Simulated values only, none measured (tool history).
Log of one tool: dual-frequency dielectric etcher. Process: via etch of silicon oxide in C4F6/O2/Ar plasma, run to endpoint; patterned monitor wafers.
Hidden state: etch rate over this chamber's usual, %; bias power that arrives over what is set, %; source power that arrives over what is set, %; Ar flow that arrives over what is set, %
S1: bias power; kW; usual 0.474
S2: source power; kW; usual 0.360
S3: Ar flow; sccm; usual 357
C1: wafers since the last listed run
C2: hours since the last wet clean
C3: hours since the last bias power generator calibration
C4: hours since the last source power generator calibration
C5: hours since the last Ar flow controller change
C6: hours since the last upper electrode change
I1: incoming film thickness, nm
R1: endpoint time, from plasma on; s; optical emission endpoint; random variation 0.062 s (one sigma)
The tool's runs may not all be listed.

run 1 hour=0.0 | S1=0.474 S2=0.360 S3=357 | C1=0 C2=440.4 C3=3295.3 C4=2541.8 C5=2525.5 C6=4446.5 | I1=90.8 | R1=19.8
run 2 hour=12.8 | S1=0.474 S2=0.360 S3=357 | C1=167 C2=453.2 C3=3308.1 C4=2554.6 C5=2538.3 C6=4459.3 | I1=90.7 | R1=19.8
run 3 hour=29.5 | S1=0.474 S2=0.360 S3=357 | C1=218 C2=469.9 C3=3324.8 C4=2571.3 C5=2555.0 C6=4476.0 | I1=90.6 | R1=19.8
run 4 hour=43.1 | S1=0.474 S2=0.360 S3=357 | C1=177 C2=483.5 C3=3338.4 C4=2584.9 C5=2568.6 C6=4489.6 | I1=90.3 | R1=19.6
run 5 hour=51.0 | S1=0.474 S2=0.360 S3=357 | C1=103 C2=491.4 C3=3346.3 C4=2592.8 C5=2576.5 C6=4497.5 | I1=90.0 | R1=19.7
run 6 hour=67.1 | S1=0.474 S2=0.360 S3=357 | C1=210 C2=507.5 C3=3362.4 C4=2608.9 C5=2592.6 C6=4513.6 | I1=90.0 | R1=19.5
run 7 hour=73.9 | S1=0.474 S2=0.360 S3=357 | C1=88 C2=514.3 C3=3369.2 C4=2615.7 C5=2599.4 C6=4520.4 | I1=90.2 | R1=19.7
run 8 hour=84.6 | S1=0.474 S2=0.300 S3=357 | C1=139 C2=525.0 C3=3379.9 C4=2626.4 C5=2610.1 C6=4531.1 | I1=90.3 | R1=21.2
run 9 hour=93.7 | S1=0.474 S2=0.380 S3=357 | C1=118 C2=534.1 C3=3389.0 C4=2635.5 C5=2619.2 C6=4540.2 | I1=90.0 | R1=19.1
-- hour=127.2 bias power generator calibrated
-- hour=133.5 Ar flow controller replaced
-- hour=133.7 source power generator calibrated
run 10 hour=141.4 | S1=0.474 S2=0.380 S3=357 | C1=488 C2=581.8 C3=14.2 C4=7.7 C5=7.9 C6=4587.9 | I1=90.4 | R1=19.2
-- hour=165.4 wet clean of the chamber
-- hour=178.3 upper electrode replaced
run 11 hour=178.8 | S1=0.474 S2=0.360 S3=357 | C1=6 C2=13.4 C3=51.6 C4=45.1 C5=45.3 C6=0.5 | I1=88.9 | R1=20.1
run 12 hour=179.1 | S1=0.474 S2=0.360 S3=357 | C1=3 C2=13.7 C3=51.9 C4=45.4 C5=45.6 C6=0.8 | I1=90.4 | R1=20.4
run 13 hour=181.4 | S1=0.523 S2=0.430 S3=315 | C1=30 C2=16.0 C3=54.2 C4=47.7 C5=47.9 C6=3.1 | I1=89.3 | R1=17.9
run 14 hour=194.2 | S1=0.474 S2=0.360 S3=357 | C1=167 C2=28.8 C3=67.0 C4=60.5 C5=60.7 C6=15.9 | I1=90.3 | R1=20.2
run 15 hour=205.1 | S1=0.474 S2=0.420 S3=357 | C1=142 C2=39.7 C3=77.9 C4=71.4 C5=71.6 C6=26.8 | I1=91.1 | R1=19.2
run 16 hour=221.1 | S1=0.586 S2=0.360 S3=357 | C1=208 C2=55.7 C3=93.9 C4=87.4 C5=87.6 C6=42.8 | I1=90.7 | R1=19.1
run 17 hour=235.5 | S1=0.555 S2=0.360 S3=357 | C1=188 C2=70.1 C3=108.3 C4=101.8 C5=102.0 C6=57.2 | I1=90.0 | R1=19.2
run 18 hour=241.9 | S1=0.516 S2=0.280 S3=406 | C1=83 C2=76.5 C3=114.7 C4=108.2 C5=108.4 C6=63.6 | I1=90.5 | R1=22.3
run 19 hour=250.4 | S1=0.474 S2=0.360 S3=292 | C1=111 C2=85.0 C3=123.2 C4=116.7 C5=116.9 C6=72.1 | I1=90.3 | R1=19.9
run 20 hour=264.1 | S1=0.553 S2=0.450 S3=357 | C1=178 C2=98.7 C3=136.9 C4=130.4 C5=130.6 C6=85.8 | I1=90.1 | R1=17.6
run 21 hour=275.2 | S1=0.474 S2=0.360 S3=357 | C1=144 C2=109.8 C3=148.0 C4=141.5 C5=141.7 C6=96.9 | I1=89.9 | R1=20.2
run 22 hour=289.2 | S1=0.474 S2=0.310 S3=357 | C1=182 C2=123.8 C3=162.0 C4=155.5 C5=155.7 C6=110.9 | I1=89.6 | R1=21.4

Forecast each of these 5 alternatives for the next run:
run A hour=289.6 | S1=0.573 S2=0.360 S3=357 | C1=5 C2=124.2 C3=162.4 C4=155.9 C5=156.1 C6=111.3 | I1=90.3 | R1=?
run B hour=289.6 | S1=0.393 S2=0.280 S3=286 | C1=5 C2=124.2 C3=162.4 C4=155.9 C5=156.1 C6=111.3 | I1=90.3 | R1=?
run C hour=289.6 | S1=0.474 S2=0.400 S3=413 | C1=5 C2=124.2 C3=162.4 C4=155.9 C5=156.1 C6=111.3 | I1=90.3 | R1=?
run D hour=289.6 | S1=0.564 S2=0.360 S3=357 | C1=5 C2=124.2 C3=162.4 C4=155.9 C5=156.1 C6=111.3 | I1=90.3 | R1=?
run E hour=289.6 | S1=0.406 S2=0.390 S3=357 | C1=5 C2=124.2 C3=162.4 C4=155.9 C5=156.1 C6=111.3 | I1=90.3 | R1=?

run=A R1=19.1
run=B R1=23.3
run=C R1=19.6
run=D R1=19.1
run=E R1=20.4
Without the tool's hidden state the same runs would have given:
run=A R1=19.4
run=B R1=23.7
run=C R1=20.0
run=D R1=19.5
run=E R1=20.8
